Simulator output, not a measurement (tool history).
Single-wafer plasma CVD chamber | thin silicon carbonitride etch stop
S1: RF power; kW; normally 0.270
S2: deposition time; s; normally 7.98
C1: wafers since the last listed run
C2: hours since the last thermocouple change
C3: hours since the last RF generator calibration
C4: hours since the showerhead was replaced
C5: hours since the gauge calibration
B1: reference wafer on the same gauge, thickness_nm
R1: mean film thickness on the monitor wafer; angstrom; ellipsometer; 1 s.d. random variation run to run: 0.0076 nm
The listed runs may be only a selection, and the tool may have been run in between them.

| run | hour | S1 | S2 | C1 | C2 | C3 | C4 | C5 | B1 | R1 |
|---|---|---|---|---|---|---|---|---|---|---|
| 1 | 0.0 | 0.245 | 7.98 | 0 | 1483.2 | 2048.6 | 3887.2 | 434.5 | 5.079 | 48.83 |
| 2 | 28.2 | 0.245 | 7.98 | 658 | 1511.4 | 2076.8 | 3915.4 | 462.7 | 5.078 | 48.95 |
| 3 | 61.6 | 0.310 | 6.71 | 779 | 1544.8 | 2110.2 | 3948.8 | 496.1 | 5.078 | 43.55 |
| 4 | 110.0 | 0.310 | 6.71 | 1129 | 1593.2 | 2158.6 | 3997.2 | 544.5 | 5.082 | 43.59 |
| 5 | 175.3 | 0.310 | 6.71 | 1524 | 1658.5 | 2223.9 | 4062.5 | 609.8 | 5.080 | 43.47 |
| 6 | 229.6 | 0.240 | 9.08 | 1267 | 1712.8 | 2278.2 | 4116.8 | 664.1 | 5.080 | 55.19 |
| 7 | 266.9 | 0.240 | 9.08 | 870 | 1750.1 | 2315.5 | 4154.1 | 701.4 | 5.081 | 54.99 |
| 8 | 302.7 | 0.220 | 7.98 | 835 | 1785.9 | 2351.3 | 4189.9 | 737.2 | 5.080 | 47.50 |
|  | 340.1 | showerhead replaced |
| 9 | 369.3 | 0.240 | 7.46 | 1367 | 1852.5 | 2417.9 | 29.2 | 803.8 | 5.079 | 45.31 |
|  | 459.1 | RF generator calibrated |
|  | 466.3 | gauge calibrated |
|  | 546.0 | thermocouple changed; heater temperature recalibrated |
| 10 | 579.3 | 0.270 | 7.98 | 4527 | 33.3 | 120.2 | 239.2 | 113.0 | 5.080 | 50.88 |
| 11 | 623.9 | 0.245 | 7.41 | 1040 | 77.9 | 164.8 | 283.8 | 157.6 | 5.083 | 46.17 |
| 12 | 766.2 | 0.310 | 7.37 | 3321 | 220.2 | 307.1 | 426.1 | 299.9 | 5.082 | 48.54 |
| 13 | 794.7 | 0.225 | 7.11 | 665 | 248.7 | 335.6 | 454.6 | 328.4 | 5.076 | 43.28 |
| 14 | 826.8 | 0.255 | 9.01 | 749 | 280.8 | 367.7 | 486.7 | 360.5 | 5.080 | 56.64 |
| 15 | 894.4 | 0.240 | 9.08 | 1577 | 348.4 | 435.3 | 554.3 | 428.1 | 5.082 | 56.16 |

State the hidden condition of the tool at each of the runs:
wafer temperature above the value expected at the setpoint (K): 0 at every run
gauge reads high (%): 0 at every run
H1: delivered RF power above the setpoint (%)
| run | H1 |
|---|---|
| 1 | -6.29 |
| 2 | -6.43 |
| 3 | -6.6 |
| 4 | -6.84 |
| 5 | -7.18 |
| 6 | -7.47 |
| 7 | -7.67 |
| 8 | -7.87 |
| 9 | -8.25 |
| 10 | -0.684 |
| 11 | -0.699 |
| 12 | -0.779 |
| 13 | -0.8 |
| 14 | -0.827 |
| 15 | -0.891 |
